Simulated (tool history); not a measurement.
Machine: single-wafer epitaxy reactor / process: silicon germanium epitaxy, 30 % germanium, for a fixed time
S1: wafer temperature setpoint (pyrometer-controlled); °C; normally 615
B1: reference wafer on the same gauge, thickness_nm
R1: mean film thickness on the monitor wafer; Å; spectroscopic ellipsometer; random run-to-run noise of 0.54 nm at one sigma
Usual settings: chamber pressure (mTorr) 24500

{"run": 1, "hour": 0.0, "S1": 615, "chamber pressure (mTorr)": 24500, "B1": 86.56, "R1": 898.96}
{"run": 2, "hour": 42.7, "S1": 615, "chamber pressure (mTorr)": 24500, "B1": 86.535, "R1": 897.18}
{"run": 3, "hour": 107.9, "S1": 615, "chamber pressure (mTorr)": 24500, "B1": 86.611, "R1": 885.71}
{"run": 4, "hour": 159.3, "S1": 607, "chamber pressure (mTorr)": 24500, "B1": 86.469, "R1": 783.54}
{"run": 5, "hour": 224.4, "S1": 607, "chamber pressure (mTorr)": 24500, "B1": 86.51, "R1": 783.3}
{"run": 6, "hour": 293.6, "S1": 609, "chamber pressure (mTorr)": 24500, "B1": 86.473, "R1": 801.38}
{"hour": 315.2, "done": "capacitance manometer re-zeroed and calibrated"}
{"run": 7, "hour": 329.6, "S1": 609, "chamber pressure (mTorr)": 24500, "B1": 86.486, "R1": 837.09}
{"run": 8, "hour": 382.0, "S1": 615, "chamber pressure (mTorr)": 24500, "B1": 86.542, "R1": 907.54}
{"hour": 410.6, "done": "showerhead replaced, of another model than before"}
{"run": 9, "hour": 414.6, "S1": 615, "chamber pressure (mTorr)": 24500, "B1": 86.337, "R1": 910.23}
{"run": 10, "hour": 520.9, "S1": 615, "chamber pressure (mTorr)": 24500, "B1": 86.493, "R1": 911.6}
{"hour": 589.2, "done": "pyrometer calibrated"}
{"run": 11, "hour": 589.7, "S1": 615, "chamber pressure (mTorr)": 18700, "B1": 86.445, "R1": 844.79}
{"run": 12, "hour": 616.5, "S1": 626, "chamber pressure (mTorr)": 27600, "B1": 86.494, "R1": 1125.85}
{"hour": 653.3, "done": "gauge calibrated"}
{"run": 13, "hour": 682.0, "S1": 624, "chamber pressure (mTorr)": 24500, "B1": 86.536, "R1": 1052.7}
{"run": 14, "hour": 751.8, "S1": 622, "chamber pressure (mTorr)": 24500, "B1": 86.461, "R1": 999.92}
{"run": 15, "hour": 812.0, "S1": 623, "chamber pressure (mTorr)": 27300, "B1": 86.432, "R1": 1056.49}
{"run": 16, "hour": 852.4, "S1": 615, "chamber pressure (mTorr)": 27500, "B1": 86.451, "R1": 943.27}

Each row is a separate what-if for the run after 16, all from the same tool condition, not one after another. Results?
{"run": "A", "hour": 852.8, "S1": 625, "chamber pressure (mTorr)": 24500, "B1": "?", "R1": "?"}
{"run": "B", "hour": 852.8, "S1": 606, "chamber pressure (mTorr)": 22600, "B1": "?", "R1": "?"}
{"run": "C", "hour": 852.8, "S1": 628, "chamber pressure (mTorr)": 28700, "B1": "?", "R1": "?"}

run=A B1=86.448 R1=1060.00
run=B B1=86.448 R1=770.66
run=C B1=86.448 R1=1164.17
Without the tool's unlogged condition, the same runs would have read:
run=A R1=1082.22
run=B R1=786.82
run=C R1=1188.58
